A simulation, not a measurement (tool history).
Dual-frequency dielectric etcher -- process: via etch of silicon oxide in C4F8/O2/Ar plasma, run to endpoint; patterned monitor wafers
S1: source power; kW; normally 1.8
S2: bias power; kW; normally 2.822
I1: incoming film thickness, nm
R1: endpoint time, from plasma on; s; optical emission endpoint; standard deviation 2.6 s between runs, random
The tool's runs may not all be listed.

run	hour	S1	S2	I1	R1
1	0	1.8	2.822	1884.8	372.8
2	67.3	1.66	2.822	1880.2	384.1
3	161	1.8	2.822	1885.1	371.3
4	202.3	1.93	2.425	1870.2	371.1
5	263.7	1.8	2.822	1886.8	365.1
6	351.2	1.8	2.822	1905.7	375.4
7	432.8	1.8	2.822	1893.6	370.8
8	488.3	1.8	2.822	1884.8	372.4
9	555.4	1.8	2.822	1885.1	367.1
# hour 581.6: upper electrode replaced
# hour 659.9: wet clean of the chamber
10	660.4	1.71	3.258	1874.9	360.4
11	728	1.94	2.822	1894.4	358.4
12	800.1	1.94	2.822	1885.7	352.5
13	858.5	1.94	2.822	1882	354.4
14	1140.3	2.1	3.353	1896.6	325.1
# hour 1218.3: source power generator calibrated
15	1224.7	1.8	2.822	1876.2	375.9
# hour 1325.7: wet clean of the chamber
16	1326.2	1.63	3.192	1885.8	377
17	1402.7	1.45	2.396	1906.7	445
18	1510.6	1.47	2.372	1879.8	440.5
19	1570.3	1.8	2.822	1891.1	373.2
20	1649.9	1.8	2.822	1909.2	377.5
21	1708.7	1.47	2.41	1881.3	440.3
22	1761.8	1.8	2.822	1901.8	378.2
23	1835.5	1.8	2.64	1904.2	385.3
# hour 1878.7: bias power generator calibrated
# hour 1917.9: wet clean of the chamber
24	1929.8	1.94	2.822	1889.6	356.6
25	1974.5	1.37	3.126	1909.5	417.4
26	2017.8	1.8	2.571	1896.9	388.4
27	2064.9	1.92	3.201	1901.2	349.8
28	2163.5	1.57	3.085	1888.7	381.3
29	2259	1.54	2.339	1907.9	432
30	2355.6	1.47	2.41	1881.4	434.2
31	2423.1	1.5	2.822	1898.2	411.2
32	2509.9	1.8	2.822	1891.1	366.2
# hour 2543.6: wet clean of the chamber
33	2555.6	1.61	3.146	1882.5	376.2
34	2601.6	1.68	3.216	1886.3	364.8
35	2707.2	1.56	2.566	1893.9	412
36	2808.5	1.93	2.425	1884.5	374.1

A few steps of R1 between consecutive runs. Split each: what settings, incoming material and random variation would produce without the hidden state, and what is left over for the hidden state, along with gauge scatter present in only one of the two compared results (measured, and without hidden state):
Unlogged tool condition in this case: etch rate over this chamber's usual, %; source power that arrives over what is set, %; bias power that arrives over what is set, %.
Run 14 -> 15: S1 2.1 -> 1.8, S2 3.353 -> 2.822, source power generator calibrated. R1 +50.8 s: hidden state +8, all else +42.8.
Run 15 -> 16: S1 1.8 -> 1.63, S2 2.822 -> 3.192, wet clean of the chamber. R1 +1.1 s: hidden state -1.2, all else +2.3.
Run 16 -> 17: S1 1.63 -> 1.45, S2 3.192 -> 2.396. R1 +68 s: hidden state -1.2, all else +69.2.
Run 18 -> 19: S1 1.47 -> 1.8, S2 2.372 -> 2.822. R1 -67.3 s: hidden state +0, all else -67.3.
Run 20 -> 21: S1 1.8 -> 1.47, S2 2.822 -> 2.41. R1 +62.8 s: hidden state -1.2, all else +64.
Run 28 -> 29: S1 1.57 -> 1.54, S2 3.085 -> 2.339. R1 +50.7 s: hidden state -1.4, all else +52.1.
